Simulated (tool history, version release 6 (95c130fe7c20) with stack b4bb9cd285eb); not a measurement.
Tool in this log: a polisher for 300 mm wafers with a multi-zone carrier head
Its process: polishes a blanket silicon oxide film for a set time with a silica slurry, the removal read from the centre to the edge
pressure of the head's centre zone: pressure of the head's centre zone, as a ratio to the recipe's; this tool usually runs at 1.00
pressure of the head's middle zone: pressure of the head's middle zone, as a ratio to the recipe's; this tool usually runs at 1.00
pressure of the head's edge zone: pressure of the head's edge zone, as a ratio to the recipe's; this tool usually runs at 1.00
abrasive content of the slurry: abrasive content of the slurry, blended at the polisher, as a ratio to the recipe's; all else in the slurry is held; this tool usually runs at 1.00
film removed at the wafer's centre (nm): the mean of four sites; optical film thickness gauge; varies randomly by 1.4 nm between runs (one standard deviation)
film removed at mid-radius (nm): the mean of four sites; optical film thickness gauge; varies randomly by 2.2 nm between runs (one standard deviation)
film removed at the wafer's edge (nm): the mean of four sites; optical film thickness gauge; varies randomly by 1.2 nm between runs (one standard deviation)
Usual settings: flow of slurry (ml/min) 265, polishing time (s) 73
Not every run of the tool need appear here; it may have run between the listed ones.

| run | day | flow of slurry (ml/min) | pressure of the head's centre zone | pressure of the head's middle zone | pressure of the head's edge zone | abrasive content of the slurry | polishing time (s) | incoming thickness of the incoming film, nm | film removed at the wafer's centre (nm) | film removed at mid-radius (nm) | film removed at the wafer's edge (nm) |
|---|---|---|---|---|---|---|---|---|---|---|---|
| 1 | 0.000 | 265 | 0.92 | 1.00 | 1.00 | 1.00 | 73 | 1721.6 | 139.8 | 150.6 | 149.9 |
| 2 | 4.096 | 265 | 0.92 | 1.00 | 1.00 | 1.00 | 73 | 1702.7 | 135.7 | 147.8 | 147.9 |
|  | 5.508 | edge zone pressure recalibrated |
|  | 5.671 | worn pad replaced by a new one |
|  | 5.679 | slurry nozzle cleaned |
| 3 | 6.271 | 265 | 0.92 | 1.00 | 1.00 | 1.00 | 73 | 1696.8 | 148.6 | 162.7 | 162.3 |
| 4 | 10.692 | 265 | 1.00 | 1.00 | 1.00 | 1.00 | 73 | 1697.9 | 156.0 | 151.9 | 150.6 |
| 5 | 14.238 | 265 | 1.00 | 1.00 | 1.00 | 1.00 | 73 | 1721.2 | 150.8 | 145.2 | 149.1 |
| 6 | 15.858 | 265 | 1.00 | 1.00 | 1.00 | 1.00 | 73 | 1722.6 | 148.2 | 148.2 | 148.6 |
|  | 19.229 | worn pad replaced by a new one |
| 7 | 19.871 | 265 | 1.00 | 1.07 | 1.05 | 1.00 | 73 | 1703.5 | 162.6 | 170.3 | 166.7 |
|  | 21.046 | slurry nozzle cleaned |
| 8 | 22.004 | 265 | 1.00 | 1.07 | 1.05 | 1.00 | 73 | 1719.6 | 155.0 | 159.9 | 160.0 |
| 9 | 24.588 | 265 | 1.00 | 1.04 | 1.00 | 1.00 | 73 | 1715.1 | 152.7 | 155.4 | 152.1 |
|  | 27.208 | carrier head's membrane replaced by a new one |
| 10 | 28.133 | 265 | 1.00 | 1.00 | 1.00 | 1.00 | 73 | 1707.0 | 151.3 | 149.0 | 149.7 |
|  | 29.746 | edge zone pressure recalibrated |
| 11 | 30.846 | 265 | 1.00 | 1.05 | 1.00 | 1.00 | 73 | 1715.4 | 150.5 | 152.1 | 146.3 |
|  | 33.304 | worn pad replaced by a new one |
| 12 | 33.421 | 180 | 1.00 | 1.00 | 0.93 | 1.00 | 73 | 1705.2 | 153.4 | 152.1 | 149.9 |
|  | 36.862 | slurry nozzle cleaned |
| 13 | 37.754 | 265 | 1.00 | 1.00 | 1.00 | 1.00 | 73 | 1727.0 | 152.5 | 147.9 | 152.9 |
| 14 | 39.846 | 265 | 1.00 | 1.00 | 1.00 | 0.90 | 73 | 1704.9 | 142.4 | 138.9 | 142.2 |
|  | 42.712 | centre zone pressure recalibrated |
|  | 45.967 | worn pad replaced by a new one |
| 15 | 46.696 | 175 | 1.00 | 1.06 | 1.00 | 1.00 | 73 | 1717.8 | 153.7 | 160.2 | 155.2 |
| 16 | 50.375 | 265 | 1.00 | 1.00 | 1.00 | 1.00 | 80 | 1700.3 | 167.7 | 164.7 | 168.1 |
|  | 51.717 | edge zone pressure recalibrated |
| 17 | 51.908 | 265 | 1.00 | 1.00 | 1.00 | 1.00 | 73 | 1701.2 | 150.9 | 148.5 | 151.4 |
|  | 53.242 | slurry nozzle cleaned |
| 18 | 55.146 | 265 | 1.00 | 1.00 | 1.00 | 1.00 | 64 | 1717.1 | 131.9 | 130.2 | 127.4 |
| 19 | 61.333 | 265 | 1.00 | 1.00 | 1.00 | 1.25 | 73 | 1695.4 | 164.7 | 159.9 | 162.3 |
|  | 61.888 | worn pad replaced by a new one |
|  | 65.304 | carrier head's membrane replaced by a new one |
| 20 | 65.325 | 265 | 1.00 | 1.09 | 1.00 | 0.90 | 73 | 1723.9 | 145.9 | 156.4 | 143.1 |
|  | 66.775 | slurry nozzle cleaned |
| 21 | 68.921 | 265 | 1.00 | 0.97 | 1.00 | 0.85 | 73 | 1730.0 | 137.6 | 131.5 | 136.4 |

Forecast each of these 4 alternatives for the next run:
| A | 68.938 | 265 | 1.11 | 1.00 | 1.00 | 1.00 | 73 | 1715.7 | ? | ? | ? |
| B | 68.938 | 360 | 1.00 | 1.00 | 1.00 | 1.00 | 73 | 1715.7 | ? | ? | ? |
| C | 68.938 | 265 | 1.00 | 1.00 | 1.00 | 1.00 | 48 | 1715.7 | ? | ? | ? |
| D | 68.938 | 350 | 1.00 | 1.09 | 1.00 | 1.00 | 52 | 1715.7 | ? | ? | ? |

| run | film removed at the wafer's centre (nm) | film removed at mid-radius (nm) | film removed at the wafer's edge (nm) |
|---|---|---|---|
| A | 167.8 | 146.0 | 148.7 |
| B | 155.5 | 150.0 | 151.7 |
| C | 99.3 | 96.0 | 97.8 |
| D | 110.6 | 114.7 | 107.8 |
With no hidden state in the tool, these same runs would have given:
| run | film removed at the wafer's centre (nm) | film removed at mid-radius (nm) | film removed at the wafer's edge (nm) |
|---|---|---|---|
| A | 184.2 | 160.3 | 163.3 |
| B | 170.7 | 164.7 | 166.6 |
| C | 109.1 | 105.5 | 107.4 |
| D | 121.4 | 126.0 | 118.4 |
